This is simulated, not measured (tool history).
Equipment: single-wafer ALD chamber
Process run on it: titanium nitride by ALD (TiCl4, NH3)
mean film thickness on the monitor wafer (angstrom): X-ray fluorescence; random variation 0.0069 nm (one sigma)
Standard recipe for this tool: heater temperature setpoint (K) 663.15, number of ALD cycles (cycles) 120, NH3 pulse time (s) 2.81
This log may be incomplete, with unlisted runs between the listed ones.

run,hour,heater temperature setpoint (K),number of ALD cycles (cycles),NH3 pulse time (s),"read-back reference wafer on the same gauge, thickness_nm",mean film thickness on the monitor wafer (angstrom)
1,0,673.15,106,2.81,2.319,24.41
2,24.2,668.15,120,3.16,2.316,27.79
3,83.5,663.15,120,2.81,2.316,27.3
4,132.7,663.15,120,2.81,2.31,27.42
5,183.1,663.15,120,3.69,2.311,27.75
6,216,673.15,120,2.34,2.311,27.41
7,424.7,673.15,120,2.34,2.307,27.26
8,479.6,673.15,120,2.34,2.305,27.33
9,519,663.15,120,2.81,2.303,27.23
10,567.2,656.15,120,2.81,2.3,27.13
11,591.2,663.15,120,2.81,2.302,27.34
# hour 607.1: thermocouple changed; heater temperature recalibrated
12,633.4,663.15,120,2.81,2.297,27.34
13,693.8,663.15,133,2.81,2.297,30.02
# hour 740.9: gauge calibrated
14,750.1,663.15,133,2.81,2.337,30.8
15,806.8,663.15,133,2.81,2.338,30.69
16,894.5,663.15,120,3.55,2.337,27.99
17,943.9,656.15,139,3.36,2.337,32.25
18,1011.2,663.15,120,2.81,2.338,27.64
19,1043.9,675.15,120,1.93,2.336,27.57
20,1102.9,656.15,120,2.81,2.338,27.63
21,1173.9,663.15,108,1.76,2.336,24.35
22,1239.7,663.15,120,2.81,2.336,27.76
23,1303,663.15,106,3.77,2.337,24.82
24,1333.7,658.15,98,3.13,2.339,22.67
25,1369.7,650.15,135,3.13,2.336,31.09
26,1434,653.15,133,2.81,2.337,30.49
# hour 1443.7: showerhead replaced
27,1463.4,668.15,141,3.48,2.334,32.97
28,1498.9,663.15,120,2.81,2.335,27.6
29,1534,675.15,114,2.34,2.336,26.41
30,1568.9,670.15,96,2.81,2.334,22.22
31,1634.5,663.15,120,2.81,2.331,27.69
32,1740.2,663.15,111,2.09,2.332,25.11
33,1765.9,663.15,120,2.81,2.329,27.64
34,1796.7,649.15,105,2.35,2.33,23.61
35,1826.8,663.15,107,2.81,2.331,24.61
36,1882.3,678.15,98,2.81,2.331,22.72
37,1943.7,663.15,120,3.35,2.329,27.85
38,2007.9,650.15,126,2.06,2.328,28.17
39,2032,663.15,120,2.81,2.328,27.66

What if the next run were any one of these 5? Each begins from the tool's condition after run 39:
A,2032.7,649.15,120,2.81,?,?
B,2032.7,668.15,100,2.81,?,?
C,2032.7,659.15,120,2.81,?,?
D,2032.7,673.15,135,1.89,?,?
E,2032.7,663.15,120,2.14,?,?

run,"read-back reference wafer on the same gauge, thickness_nm",mean film thickness on the monitor wafer (angstrom)
A,2.327,27.31
B,2.327,23.09
C,2.327,27.52
D,2.327,30.7
E,2.327,27.21
Stripped of hidden state, with their random variation kept, the same runs would have yielded:
run,mean film thickness on the monitor wafer (angstrom)
A,27.45
B,23.21
C,27.67
D,30.86
E,27.35
